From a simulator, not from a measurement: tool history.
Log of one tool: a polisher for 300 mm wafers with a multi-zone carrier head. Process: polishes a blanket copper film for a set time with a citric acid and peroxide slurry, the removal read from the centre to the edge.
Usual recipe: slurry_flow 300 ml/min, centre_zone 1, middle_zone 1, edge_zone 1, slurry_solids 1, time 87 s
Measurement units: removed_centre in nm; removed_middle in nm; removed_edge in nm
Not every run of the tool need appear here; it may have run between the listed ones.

run    hour  slurry_flow  centre_zone  middle_zone  edge_zone  slurry_solids  time  wafers since the last listed run  wafers polished on this pad  hours since the slurry nozzle was cleaned  hours since the centre zone pressure was calibrated  hours since the edge zone pressure was calibrated  hours since the carrier head's membrane was replaced  incoming thickness of the incoming film, nm  removed_centre  removed_middle  removed_edge
  1       0          300         0.93         1.11          1            0.9    87                                 0                         1455                                      115.2                                                 15.3                                               62.9                                                1346.5                                        933.8           113.7           133.1         119.4
  2      33          300            1         1.06          1            1.1    87                               165                         1620                                      148.2                                                 48.3                                               95.9                                                1379.5                                        941.5           129.6           135.6         129.4
  3    91.3          205            1         0.95          1              1    87                               292                         1913                                      206.5                                                106.6                                              154.2                                                1437.8                                        945.1           117.1           114.9         119.7
      135.1  -- worn pad replaced by a new one
  4   208.2          215            1         1.08          1            1.2    96                               567                          367                                      323.4                                                223.5                                              271.1                                                1554.7                                        933.3           140.9           156.3         145.4
  5   239.7          300         1.04          1.1          1            1.2    96                               158                          525                                      354.9                                                  255                                              302.6                                                1586.2                                        931.6           150.4             163         148.2
  6   276.9          300            1            1          1              1    87                               186                          712                                      392.1                                                292.2                                              339.8                                                1623.4                                        947.9           125.2           128.6           125
  7   336.7          300            1            1       1.12              1    87                               300                         1012                                      451.9                                                  352                                              399.6                                                1683.2                                        948.2           126.4           125.9         131.5
      360.8  -- slurry nozzle cleaned
  8   377.5          300         1.11         0.88          1            0.8    71                               199                         1212                                       16.7                                                392.8                                              440.4                                                  1724                                        941.3            98.3            84.4          93.4
  9   419.9          300         1.07            1       0.96              1    87                               212                         1425                                       59.1                                                435.2                                              482.8                                                1766.4                                        933.1           132.6           125.8         120.1
      429.7  -- edge zone pressure recalibrated
 10   477.2          335         1.09            1       1.09              1    73                               277                         1703                                      116.4                                                492.5                                               47.5                                                1823.7                                        924.3           110.4           106.5           110
 11   524.7          300            1            1          1              1    87                               238                         1941                                      163.9                                                  540                                                 95                                                1871.2                                        937.7           123.7             125           125
      549.6  -- carrier head's membrane replaced by a new one
      567.8  -- worn pad replaced by a new one
 12   580.7          370         1.12            1          1              1    87                               236                           64                                      219.9                                                  596                                                151                                                  31.1                                        945.7           141.5             135         133.4
 13   640.1          375            1            1       0.93           0.85   101                               298                          362                                      279.3                                                655.4                                              210.4                                                  90.5                                        949.1             143           144.6           139
 14     670          240            1            1          1            1.3    87                               150                          513                                      309.2                                                685.3                                              240.3                                                 120.4                                        942.4           136.7           137.9         136.8
 15   755.9          300            1            1          1           1.25    87                               431                          944                                      395.1                                                771.2                                              326.2                                                 206.3                                        948.7           136.3           137.7           135
 16   822.3          300            1            1          1              1    87                               333                         1278                                      461.5                                                837.6                                              392.6                                                 272.7                                        931.3           125.2             128         125.1
      902.1  -- slurry nozzle cleaned
      922.7  -- edge zone pressure recalibrated
 17   958.4          375            1            1       0.93           0.85   101                               668                         1946                                       56.3                                                973.7                                               35.7                                                 408.8                                        929.4           140.2           141.7         132.6
 18  1013.1          300         0.96            1          1              1    87                               274                         2221                                        111                                               1028.4                                               90.4                                                 463.5                                        950.4           118.6           124.8           124
     1022.5  -- worn pad replaced by a new one
 19    1045          300         1.11            1        0.9              1    87                               140                          113                                      142.9                                               1060.3                                              122.3                                                 495.4                                        939.4           135.9           132.2         122.9
 20  1083.9          300            1            1          1              1    87                               195                          308                                      181.8                                               1099.2                                              161.2                                                 534.3                                        952.4           127.6           129.9         128.6
 21  1146.2          365            1            1       1.04              1    96                               312                          621                                      244.1                                               1161.5                                              223.5                                                 596.6                                        936.2             143           144.1         143.4
     1192.4  -- centre zone pressure recalibrated
 22  1206.6          245            1         0.91          1           1.15    87                               293                          914                                      304.5                                                 14.2                                              283.9                                                   657                                        942.4           126.9           121.7         130.2

Consider 3 possible next runs. They are alternatives, not a sequence: every one starts from the tool as it was left by run 22. What does each give?
  A  1207          300            1            1          1              1    87                                 2                          916                                      304.9                                                 14.6                                              284.3                                                 657.4                                        935.4               ?               ?             ?
  B  1207          300            1            1          1           1.15    87                                 2                          916                                      304.9                                                 14.6                                              284.3                                                 657.4                                        935.4               ?               ?             ?
  C  1207          300         1.07         1.05        0.9              1    87                                 2                          916                                      304.9                                                 14.6                                              284.3                                                 657.4                                        935.4               ?               ?             ?

run  removed_centre  removed_middle  removed_edge
  A           125.8           124.9           126
  B           132.2           131.2         132.4
  C           130.8           130.2         119.8
The same runs, with their run-to-run variation unchanged, on a tool lacking any hidden condition would have given:
run  removed_centre  removed_middle  removed_edge
  A           132.6           131.6         132.8
  B           139.3           138.2         139.5
  C           137.8           137.1         126.3
